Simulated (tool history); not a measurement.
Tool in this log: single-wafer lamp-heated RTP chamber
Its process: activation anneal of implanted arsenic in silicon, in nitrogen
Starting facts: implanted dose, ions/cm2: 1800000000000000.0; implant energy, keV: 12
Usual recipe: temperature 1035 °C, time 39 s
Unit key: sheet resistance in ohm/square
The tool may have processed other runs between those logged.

run     day  temperature  time  wafers since the last listed run  wafers since the last pyrometer calibration  wafers since the reflector plate was cleaned  hours since the gauge calibration  read-back reference wafer on the same gauge, sheet resistance  sheet resistance
  1   0.000         1035    39                                 0                                         1744                                          6189                              300.8                                                         105.63             93.37
  2   2.733         1035    39                               703                                         2447                                          6893                              366.4                                                         105.76             93.06
  3   4.033         1035    39                               334                                         2782                                          7227                              397.6                                                         105.69             93.64
      5.408  -- reflector plate cleaned
  4   6.225         1056    39                               478                                         3260                                           209                              450.2                                                         105.71             83.42
      8.521  -- pyrometer window cleaned and pyrometer calibrated
  5   9.079         1035    39                               648                                          143                                           858                              518.7                                                         105.65             93.82
  6  10.092         1027    39                               260                                          404                                          1119                              543.0                                                         105.81             98.00
  7  11.592         1027    39                               386                                          790                                          1505                              579.0                                                         105.75             98.24
  8  13.583         1035    30                               512                                         1303                                          2018                              626.8                                                         105.74             99.44
  9  15.433         1044    39                               476                                         1779                                          2494                              671.2                                                         105.75             89.17
 10  18.008         1015    39                               662                                         2442                                          3157                              733.0                                                         105.68            105.06
     21.875  -- pyrometer window cleaned and pyrometer calibrated
 11  22.042         1015    39                               952                                           42                                          4109                              829.8                                                         105.69            106.43
 12  24.921         1035    57                               741                                          783                                          4850                              898.9                                                         105.65             86.55
 13  26.483         1017    28                               402                                         1185                                          5252                              936.4                                                         105.64            112.94
 14  28.004         1035    39                               391                                         1577                                          5644                              972.9                                                         105.67             93.58
 15  30.117         1035    39                               543                                         2120                                          6187                             1023.6                                                         105.75             94.07

For run 16, what comes out?
     30.662  -- gauge calibrated
 16  31.196         1035    39                               277                                         2398                                          6465                               12.8                                                              ?                 ?

read-back reference wafer on the same gauge, sheet resistance: 105.74
sheet resistance: 93.60 ohm/square
With no hidden state in the tool, this same run would have given sheet resistance 94.26 ohm/square.

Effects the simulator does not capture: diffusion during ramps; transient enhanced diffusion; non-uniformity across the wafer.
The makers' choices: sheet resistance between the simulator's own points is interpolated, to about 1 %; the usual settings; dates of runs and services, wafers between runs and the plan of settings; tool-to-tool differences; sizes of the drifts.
